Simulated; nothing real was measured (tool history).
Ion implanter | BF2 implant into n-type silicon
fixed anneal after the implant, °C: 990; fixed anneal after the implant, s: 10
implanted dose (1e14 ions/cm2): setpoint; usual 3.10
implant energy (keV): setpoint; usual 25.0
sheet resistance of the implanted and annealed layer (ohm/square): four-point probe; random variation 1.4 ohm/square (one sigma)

run,hour,implanted dose (1e14 ions/cm2),implant energy (keV),wafers since the last listed run,hours since the last dose calibration,hours since the extraction supply was calibrated,hours since the gauge calibration,"read-back reference wafer on the same gauge, sheet resistance",sheet resistance of the implanted and annealed layer (ohm/square)
1,0.0,3.10,28.0,0,1518.1,3400.0,15.5,302.25,341.26
2,57.4,3.43,18.5,915,1575.5,3457.4,72.9,301.77,332.26
3,117.6,3.10,25.0,960,1635.7,3517.6,133.1,302.23,343.71
4,144.2,3.10,25.0,424,1662.3,3544.2,159.7,302.06,342.37
5,176.2,2.38,25.0,510,1694.3,3576.2,191.7,302.08,427.69
6,215.8,2.38,25.0,631,1733.9,3615.8,231.3,301.97,426.58
7,245.8,3.10,25.0,478,1763.9,3645.8,261.3,302.50,343.38
8,279.7,3.10,25.0,540,1797.8,3679.7,295.2,302.05,338.53
# hour 299.9: Faraday cup replaced and dose calibrated
9,309.4,3.10,25.0,346,9.5,3709.4,324.9,301.95,353.25
10,363.6,3.10,25.0,864,63.7,3763.6,379.1,301.99,350.73
11,421.1,2.54,25.0,917,121.2,3821.1,436.6,301.84,416.74
12,446.8,3.10,25.0,409,146.9,3846.8,462.3,302.48,350.97
# hour 479.3: extraction supply calibrated
13,502.7,3.10,25.0,764,202.8,23.4,518.2,301.87,353.04
# hour 527.0: gauge calibrated
14,533.9,3.49,31.5,497,234.0,54.6,6.9,302.13,314.05
15,584.4,2.29,19.0,805,284.5,105.1,57.4,302.12,460.94
16,634.8,3.40,21.0,804,334.9,155.5,107.8,301.82,333.41
17,691.9,3.45,31.5,910,392.0,212.6,164.9,301.84,314.71
18,730.1,3.10,25.0,609,430.2,250.8,203.1,302.19,350.02
19,787.3,3.10,17.5,912,487.4,308.0,260.3,301.90,365.93
20,833.4,2.47,28.5,735,533.5,354.1,306.4,302.09,418.25
21,897.9,2.29,19.0,1028,598.0,418.6,370.9,301.74,457.85

The same runs without the tool's hidden state, with the same run-to-run variation:
The hidden state here: deviation of the true dose from the Faraday cup's reading, %; deviation of the true energy from its setpoint, %; gauge reads high (%).
run,sheet resistance of the implanted and annealed layer (ohm/square)
1,348.05
2,338.29
3,352.00
4,351.01
5,439.42
6,439.06
7,353.60
8,349.14
9,353.93
10,351.42
11,417.65
12,351.75
13,353.92
14,314.94
15,462.38
16,334.43
17,316.03
18,351.55
19,367.56
20,420.67
21,461.01
